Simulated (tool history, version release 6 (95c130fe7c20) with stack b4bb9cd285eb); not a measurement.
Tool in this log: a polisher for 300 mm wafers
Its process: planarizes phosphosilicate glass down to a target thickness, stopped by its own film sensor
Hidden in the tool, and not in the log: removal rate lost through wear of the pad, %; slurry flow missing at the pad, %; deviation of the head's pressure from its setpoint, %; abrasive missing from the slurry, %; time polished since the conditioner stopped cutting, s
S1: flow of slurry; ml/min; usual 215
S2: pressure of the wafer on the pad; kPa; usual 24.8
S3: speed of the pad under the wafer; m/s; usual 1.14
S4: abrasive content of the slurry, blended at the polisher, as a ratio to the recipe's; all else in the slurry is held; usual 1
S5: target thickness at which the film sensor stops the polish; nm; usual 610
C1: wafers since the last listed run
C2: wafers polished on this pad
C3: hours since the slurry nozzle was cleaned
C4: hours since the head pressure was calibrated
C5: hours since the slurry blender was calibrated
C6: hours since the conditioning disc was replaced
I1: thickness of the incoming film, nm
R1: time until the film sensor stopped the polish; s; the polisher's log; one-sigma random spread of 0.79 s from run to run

run	hour	S1	S2	S3	S4	S5	C1	C2	C3	C4	C5	C6	I1	R1
1	0	215	24.8	1.14	1	610	0	862	161.7	307.7	264.2	134.1	1507.7	92.4
# hour 24.7: conditioning disc replaced and pad reconditioned
2	33.5	215	24.8	1.14	1	610	206	1068	195.2	341.2	297.7	8.8	1490.4	91.8
# hour 38.2: worn pad replaced by a new one
# hour 39.9: slurry blender recalibrated
3	67.8	215	24.8	1.14	1	610	186	182	229.5	375.5	27.9	43.1	1470.6	89.6
4	101.5	215	24.8	1.14	1	610	220	402	263.2	409.2	61.6	76.8	1462.8	86.9
5	133.7	215	24.8	1.14	1	610	210	613	295.4	441.4	93.8	109	1456.1	88.6
6	169.2	215	24.8	1.14	1	610	232	845	330.9	476.9	129.3	144.5	1505.1	92.5
# hour 177: head pressure recalibrated
# hour 187.9: worn pad replaced by a new one
7	188.4	215	24.8	1.14	1	610	86	3	350.1	11.4	148.5	163.7	1486.5	90.8
8	207.6	215	24.8	1.14	1	610	125	128	369.3	30.6	167.7	182.9	1473.7	89.3
# hour 217.5: conditioning disc replaced and pad reconditioned
9	225.4	215	24.8	1.14	1	610	103	232	387.1	48.4	185.5	7.9	1477.7	90
10	248	215	24.8	1.14	1	610	147	380	409.7	71	208.1	30.5	1475.2	90.1
11	272.4	215	29.6	1.14	1	408	159	539	434.1	95.4	232.5	54.9	1490.9	98.2
12	307.3	215	24.8	1.14	1	610	228	768	469	130.3	267.4	89.8	1490.2	92.4
# hour 325.8: slurry nozzle cleaned
13	327.6	215	24.8	0.92	1	610	126	894	1.8	150.6	287.7	110.1	1496.5	110.5
# hour 332.1: slurry blender recalibrated
14	346.6	215	24.8	1.14	1	452	111	1005	20.8	169.6	14.5	129.1	1492.8	106.9
# hour 376.6: worn pad replaced by a new one
15	378.9	215	24.8	0.84	1	827	185	15	53.1	201.9	46.8	161.4	1504.7	87.4
16	393.9	250	24.8	1.14	1	610	98	113	68.1	216.9	61.8	176.4	1466.1	86.5
# hour 399.1: conditioning disc replaced and pad reconditioned
17	418.2	215	17.9	1.14	1.2	792	145	259	92.4	241.2	86.1	19.1	1471	81
18	450.7	215	24.8	1.14	1	847	212	471	124.9	273.7	118.6	51.6	1481.6	65.7
19	477.6	215	24.8	1.14	1	384	176	647	151.8	300.6	145.5	78.5	1502.8	115.2
20	498	215	24.8	1.14	1	871	133	781	172.2	321	165.9	98.9	1497.2	64.8
21	523.6	215	27.6	1.46	0.85	531	167	948	197.8	346.6	191.5	124.5	1486.4	83.6
# hour 531: worn pad replaced by a new one
22	547.4	215	24.8	1.14	1.25	893	129	107	221.6	370.4	215.3	148.3	1519.6	57.4
# hour 556.1: conditioning disc replaced and pad reconditioned
23	617	215	15.9	0.86	1	610	442	549	291.2	440	284.9	60.9	1491.1	159.8
24	637.5	215	24.8	1.14	1	441	134	683	311.7	460.5	305.4	81.4	1493.4	109.7
# hour 640.6: head pressure recalibrated
25	650.7	215	24.8	1.14	1	610	73	756	324.9	10.1	318.6	94.6	1497.2	91.6

4 options for the next run, each taken on its own from the tool as it stands now. Forecast them:
A	651.1	215	24.8	1.14	1.15	610	2	759	325.3	10.5	319	95	1476	?
B	651.1	215	22.1	1.14	1	610	2	759	325.3	10.5	319	95	1476	?
C	651.1	215	24.8	1.14	0.9	805	2	759	325.3	10.5	319	95	1476	?
D	651.1	280	18.6	1.46	0.75	610	2	759	325.3	10.5	319	95	1476	?

run	R1
A	83.6
B	99.2
C	74.8
D	110.6
Without the tool's hidden state the same runs would have given:
run	R1
A	83.6
B	99.2
C	74.8
D	110.6
